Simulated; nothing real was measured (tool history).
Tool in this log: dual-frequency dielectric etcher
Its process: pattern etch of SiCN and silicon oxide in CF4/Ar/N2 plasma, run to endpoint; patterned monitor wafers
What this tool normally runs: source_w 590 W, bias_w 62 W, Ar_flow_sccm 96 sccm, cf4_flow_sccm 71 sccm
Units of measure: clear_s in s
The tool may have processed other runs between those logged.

run,day,source_w,bias_w,Ar_flow_sccm,cf4_flow_sccm,wafers since the last listed run,hours since the last wet clean,hours since the last source power generator calibration,hours since the last bias power generator calibration,hours since the last Ar flow controller change,hours since the last CF4 flow controller change,hours since the last upper electrode change,"incoming incoming film thickness, nm",clear_s
1,0.000,590,62,96,71,0,270.1,4108.8,1546.3,1215.0,2675.2,4007.8,12.12,13.6
2,2.483,590,59,96,71,865,329.7,4168.4,1605.9,1274.6,2734.8,4067.4,12.15,14.0
3,3.988,590,62,96,71,524,365.8,4204.5,1642.0,1310.7,2770.9,4103.5,12.06,13.4
4,5.646,590,62,96,71,577,405.6,4244.3,1681.8,1350.5,2810.7,4143.3,12.06,13.6
5,9.412,590,62,96,71,1312,496.0,4334.7,1772.2,1440.9,2901.1,4233.7,12.08,13.3
# day 11.392: Ar flow controller replaced
6,11.862,590,68,114,71,766,554.8,4393.5,1831.0,11.3,2959.9,4292.5,12.10,13.3
# day 15.046: wet clean of the chamber
7,16.150,660,46,115,71,1145,26.5,4496.4,1933.9,114.2,3062.8,4395.4,12.18,14.5
# day 16.325: bias power generator calibrated
8,20.008,590,62,96,71,1286,119.1,4589.0,88.4,206.8,3155.4,4488.0,12.17,13.6
9,24.146,590,62,96,71,1442,218.4,4688.3,187.7,306.1,3254.7,4587.3,12.00,13.4
# day 28.650: upper electrode replaced
10,28.671,590,62,96,71,1228,327.0,4796.9,296.3,414.7,3363.3,0.5,12.05,13.5
11,31.200,590,62,103,71,881,387.7,4857.6,357.0,475.4,3424.0,61.2,12.00,13.6
12,35.538,730,62,88,71,1511,491.8,4961.7,461.1,579.5,3528.1,165.3,12.07,11.3
13,39.804,530,53,76,65,1487,594.2,5064.1,563.5,681.9,3630.5,267.7,12.10,15.4
# day 41.067: wet clean of the chamber
14,43.538,590,62,103,71,952,59.3,5153.7,653.1,771.5,3720.1,357.3,12.14,13.7
# day 43.921: CF4 flow controller replaced
15,47.771,470,52,114,71,1388,160.9,5255.3,754.7,873.1,92.4,458.9,12.19,18.3
# day 47.988: source power generator calibrated
16,51.658,710,62,96,83,1296,254.2,88.1,848.0,966.4,185.7,552.2,12.08,11.0
17,54.825,590,62,96,71,1103,330.2,164.1,924.0,1042.4,261.7,628.2,12.21,13.5
18,58.142,590,62,96,61,1155,409.8,243.7,1003.6,1122.0,341.3,707.8,12.09,13.5
19,60.604,590,51,96,71,858,468.9,302.8,1062.7,1181.1,400.4,766.9,11.98,14.1
# day 61.992: wet clean of the chamber
20,64.362,590,62,110,64,961,56.9,393.0,1152.9,1271.3,490.6,857.1,12.13,14.0
21,66.954,590,66,110,71,903,119.1,455.2,1215.1,1333.5,552.8,919.3,12.19,13.2
22,69.271,590,76,110,85,807,174.7,510.8,1270.7,1389.1,608.4,974.9,12.10,12.3
23,73.167,590,73,96,71,1357,268.2,604.3,1364.2,1482.6,701.9,1068.4,12.03,12.4
24,75.358,590,62,96,71,763,320.8,656.9,1416.8,1535.2,754.5,1121.0,12.06,13.2
25,78.579,700,69,96,84,1122,398.1,734.2,1494.1,1612.5,831.8,1198.3,12.03,10.6

Exercise: give the hidden state of the tool at every run:
etch rate over this chamber's usual, %: 0, the same for each run
bias power that arrives over what is set, %: 0, the same for each run
Ar flow that arrives over what is set, %: 0, the same for each run
CF4 flow that arrives over what is set, %: 0, the same for each run
H1: source power that arrives over what is set, %
run,H1
1,-5.19
2,-5.2
3,-5.21
4,-5.22
5,-5.24
6,-5.26
7,-5.28
8,-5.3
9,-5.31
10,-5.33
11,-5.34
12,-5.36
13,-5.37
14,-5.39
15,-5.4
16,-1.45
17,-1.68
18,-1.91
19,-2.08
20,-2.31
21,-2.47
22,-2.6
23,-2.82
24,-2.93
25,-3.1

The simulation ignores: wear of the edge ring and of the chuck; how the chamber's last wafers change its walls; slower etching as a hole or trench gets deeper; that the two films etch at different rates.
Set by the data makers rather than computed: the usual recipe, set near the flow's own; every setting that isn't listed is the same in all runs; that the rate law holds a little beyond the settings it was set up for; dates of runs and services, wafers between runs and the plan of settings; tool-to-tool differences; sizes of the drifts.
